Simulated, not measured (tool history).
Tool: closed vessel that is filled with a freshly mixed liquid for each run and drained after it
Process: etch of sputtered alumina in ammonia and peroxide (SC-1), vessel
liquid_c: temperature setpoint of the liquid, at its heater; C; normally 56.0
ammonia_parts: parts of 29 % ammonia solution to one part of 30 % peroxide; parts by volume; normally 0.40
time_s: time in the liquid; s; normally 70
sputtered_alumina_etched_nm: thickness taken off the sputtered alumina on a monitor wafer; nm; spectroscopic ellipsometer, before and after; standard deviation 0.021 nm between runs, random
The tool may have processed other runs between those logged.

| run | hour | liquid_c | ammonia_parts | time_s | wafers since the last listed run | hours since the thermometer was replaced | hours since the ammonia flow meter was replaced | hours since the drum of ammonia solution was connected | hours since the gauge calibration | read-back film thickness of the sputtered alumina reference wafer, read on the same gauge (nm) | sputtered_alumina_etched_nm |
|---|---|---|---|---|---|---|---|---|---|---|---|
| 1 | 0.0 | 61.0 | 0.40 | 70 | 0 | 2279.2 | 2037.2 | 128.1 | 127.2 | 59.982 | 6.848 |
| 2 | 28.5 | 56.0 | 0.50 | 70 | 2697 | 2307.7 | 2065.7 | 156.6 | 155.7 | 59.978 | 5.415 |
| 3 | 50.2 | 56.0 | 0.50 | 70 | 2053 | 2329.4 | 2087.4 | 178.3 | 177.4 | 59.998 | 5.418 |
| 4 | 69.3 | 56.0 | 0.50 | 70 | 1807 | 2348.5 | 2106.5 | 197.4 | 196.5 | 60.031 | 5.411 |
| 5 | 96.6 | 56.0 | 0.40 | 55 | 2583 | 2375.8 | 2133.8 | 224.7 | 223.8 | 60.027 | 4.191 |
|  | 117.3 | new drum of ammonia solution connected |
| 6 | 120.6 | 56.0 | 0.40 | 55 | 2176 | 2399.8 | 2157.8 | 3.3 | 247.8 | 60.010 | 4.185 |
|  | 138.3 | gauge calibrated |
| 7 | 150.5 | 56.0 | 0.40 | 55 | 2830 | 2429.7 | 2187.7 | 33.2 | 12.2 | 59.989 | 4.184 |
|  | 175.7 | thermometer replaced |
|  | 178.3 | ammonia flow meter replaced |
| 8 | 181.2 | 50.0 | 0.25 | 70 | 2716 | 5.5 | 2.9 | 63.9 | 42.9 | 60.012 | 3.357 |
| 9 | 194.3 | 56.0 | 0.40 | 70 | 1239 | 18.6 | 16.0 | 77.0 | 56.0 | 60.009 | 4.791 |
| 10 | 219.3 | 56.0 | 0.40 | 70 | 2366 | 43.6 | 41.0 | 102.0 | 81.0 | 60.022 | 4.815 |
| 11 | 238.1 | 52.0 | 0.40 | 70 | 1779 | 62.4 | 59.8 | 120.8 | 99.8 | 59.986 | 3.924 |
| 12 | 259.8 | 56.0 | 0.40 | 45 | 2053 | 84.1 | 81.5 | 142.5 | 121.5 | 60.008 | 3.099 |
| 13 | 272.1 | 63.0 | 0.25 | 35 | 1164 | 96.4 | 93.8 | 154.8 | 133.8 | 60.003 | 3.301 |
| 14 | 285.6 | 52.5 | 0.60 | 70 | 1277 | 109.9 | 107.3 | 168.3 | 147.3 | 59.991 | 4.140 |
| 15 | 306.5 | 60.5 | 0.30 | 45 | 1978 | 130.8 | 128.2 | 189.2 | 168.2 | 59.993 | 3.834 |
|  | 308.6 | new drum of ammonia solution connected |
| 16 | 322.9 | 56.0 | 0.25 | 40 | 1457 | 147.2 | 144.6 | 14.3 | 184.6 | 60.012 | 2.639 |
| 17 | 355.1 | 60.5 | 0.30 | 45 | 3047 | 179.4 | 176.8 | 46.5 | 216.8 | 59.998 | 3.819 |
|  | 366.7 | gauge calibrated |
| 18 | 371.1 | 65.0 | 0.35 | 45 | 1514 | 195.4 | 192.8 | 62.5 | 4.4 | 60.010 | 4.883 |

Some steps in sputtered_alumina_etched_nm between neighbouring runs. How much of each would the tool show without its hidden state too (settings, what came in, random variation), and how much is left for the hidden state, with any gauge scatter that isn't in both results?
Hidden state at play: liquid hotter than its thermometer reads (K); ammonia flow below the setpoint (%); ammonia solution weaker than its label (%); gauge reads high (%).
Run 7 -> 8: liquid_c 56.0 -> 50.0, ammonia_parts 0.40 -> 0.25, time_s 55 -> 70, thermometer replaced, ammonia flow meter replaced. sputtered_alumina_etched_nm -0.827 nm: hidden state -0.431, all else -0.396.
Run 8 -> 9: liquid_c 50.0 -> 56.0, ammonia_parts 0.25 -> 0.40. sputtered_alumina_etched_nm +1.434 nm: hidden state +0.030, all else +1.404.
